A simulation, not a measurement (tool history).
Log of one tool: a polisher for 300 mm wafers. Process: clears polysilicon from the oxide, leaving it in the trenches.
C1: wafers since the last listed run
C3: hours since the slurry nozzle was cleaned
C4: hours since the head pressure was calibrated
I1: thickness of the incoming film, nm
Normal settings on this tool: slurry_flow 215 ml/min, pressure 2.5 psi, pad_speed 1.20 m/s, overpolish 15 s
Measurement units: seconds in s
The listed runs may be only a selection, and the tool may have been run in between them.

Run 1, hour 0.0: usual settings but pressure 2.2 psi, overpolish 8 s; C1 0; wafers polished on this pad 804; C3 454.1; C4 97.4; I1 442.2. Result: seconds 37.1 s.
Run 2, hour 8.8: usual settings but overpolish 19 s; C1 113; wafers polished on this pad 918; C3 462.9; C4 106.2; I1 444.1. Result: seconds 32.8 s.
At hour 13.1: worn pad replaced by a new one.
Run 3, hour 22.0: usual settings but overpolish 19 s; C1 119; wafers polished on this pad 114; C3 476.1; C4 119.4; I1 435.7. Result: seconds 32.4 s.
Run 4, hour 35.8: usual settings but overpolish 19 s; C1 178; wafers polished on this pad 293; C3 489.9; C4 133.2; I1 439.1. Result: seconds 33.1 s.
Run 5, hour 42.2: usual settings; C1 82; wafers polished on this pad 375; C3 496.3; C4 139.6; I1 442.8. Result: seconds 33.9 s.
Run 6, hour 59.3: usual settings; C1 221; wafers polished on this pad 597; C3 513.4; C4 156.7; I1 437.6. Result: seconds 32.4 s.
Run 7, hour 67.1: usual settings; C1 100; wafers polished on this pad 698; C3 521.2; C4 164.5; I1 436.9. Result: seconds 32.9 s.
Run 8, hour 75.5: usual settings; C1 108; wafers polished on this pad 806; C3 529.6; C4 172.9; I1 443.7. Result: seconds 33.1 s.
Run 9, hour 84.1: usual settings; C1 111; wafers polished on this pad 917; C3 538.2; C4 181.5; I1 439.7. Result: seconds 32.8 s.
At hour 93.8: worn pad replaced by a new one.
Run 10, hour 135.8: usual settings; C1 617; wafers polished on this pad 543; C3 589.9; C4 233.2; I1 441.6. Result: seconds 33.3 s.
Run 11, hour 157.0: usual settings but overpolish 10 s; C1 274; wafers polished on this pad 818; C3 611.1; C4 254.4; I1 440.6. Result: seconds 33.5 s.
At hour 167.8: worn pad replaced by a new one.
Run 12, hour 202.3: usual settings but overpolish 10 s; C1 534; wafers polished on this pad 446; C3 656.4; C4 299.7; I1 441.5. Result: seconds 34.0 s.
Run 13, hour 215.3: usual settings; C1 168; wafers polished on this pad 615; C3 669.4; C4 312.7; I1 444.1. Result: seconds 32.7 s.
Run 14, hour 222.9: usual settings; C1 98; wafers polished on this pad 713; C3 677.0; C4 320.3; I1 440.2. Result: seconds 33.9 s.
At hour 239.8: worn pad replaced by a new one.
Run 15, hour 240.3: usual settings but slurry_flow 145 ml/min, pressure 2.1 psi; C1 173; wafers polished on this pad 5; C3 694.4; C4 337.7; I1 439.1. Result: seconds 40.3 s.
Run 16, hour 245.6: usual settings but slurry_flow 285 ml/min, pressure 1.8 psi, overpolish 22 s; C1 68; wafers polished on this pad 74; C3 699.7; C4 343.0; I1 433.2. Result: seconds 41.3 s.
At hour 252.7: head pressure recalibrated.
Run 17, hour 253.2: usual settings; C1 72; wafers polished on this pad 146; C3 707.3; C4 0.5; I1 437.7. Result: seconds 33.5 s.
Run 18, hour 267.0: usual settings; C1 178; wafers polished on this pad 325; C3 721.1; C4 14.3; I1 433.1. Result: seconds 33.2 s.
At hour 272.6: slurry nozzle cleaned.
Run 19, hour 275.3: usual settings but pad_speed 1.46 m/s; C1 94; wafers polished on this pad 419; C3 2.7; C4 22.6; I1 440.1. Result: seconds 27.5 s.
Run 20, hour 291.7: usual settings but slurry_flow 170 ml/min, pressure 3.1 psi, overpolish 9 s; C1 212; wafers polished on this pad 632; C3 19.1; C4 39.0; I1 443.6. Result: seconds 28.2 s.
Run 21, hour 309.2: usual settings but pressure 3.2 psi, overpolish 22 s; C1 226; wafers polished on this pad 858; C3 36.6; C4 56.5; I1 440.8. Result: seconds 26.9 s.
At hour 321.0: worn pad replaced by a new one.
Run 22, hour 321.5: usual settings but pressure 3.1 psi, pad_speed 0.88 m/s; C1 107; wafers polished on this pad 5; C3 48.9; C4 68.8; I1 439.6. Result: seconds 37.9 s.
Run 23, hour 339.2: usual settings but slurry_flow 285 ml/min, pressure 1.6 psi, pad_speed 0.84 m/s, overpolish 23 s; C1 228; wafers polished on this pad 234; C3 66.6; C4 86.5; I1 442.2. Result: seconds 68.0 s.
Run 24, hour 353.6: usual settings but slurry_flow 285 ml/min, pressure 1.8 psi, overpolish 22 s; C1 186; wafers polished on this pad 421; C3 81.0; C4 100.9; I1 448.5. Result: seconds 43.3 s.

State the hidden condition of the tool at each of the runs:
removal rate lost through wear of the pad, %: 0, the same for each run
slurry flow missing at the pad, %: 0, the same for each run
deviation of the head's pressure from its setpoint, %: 0, the same for each run

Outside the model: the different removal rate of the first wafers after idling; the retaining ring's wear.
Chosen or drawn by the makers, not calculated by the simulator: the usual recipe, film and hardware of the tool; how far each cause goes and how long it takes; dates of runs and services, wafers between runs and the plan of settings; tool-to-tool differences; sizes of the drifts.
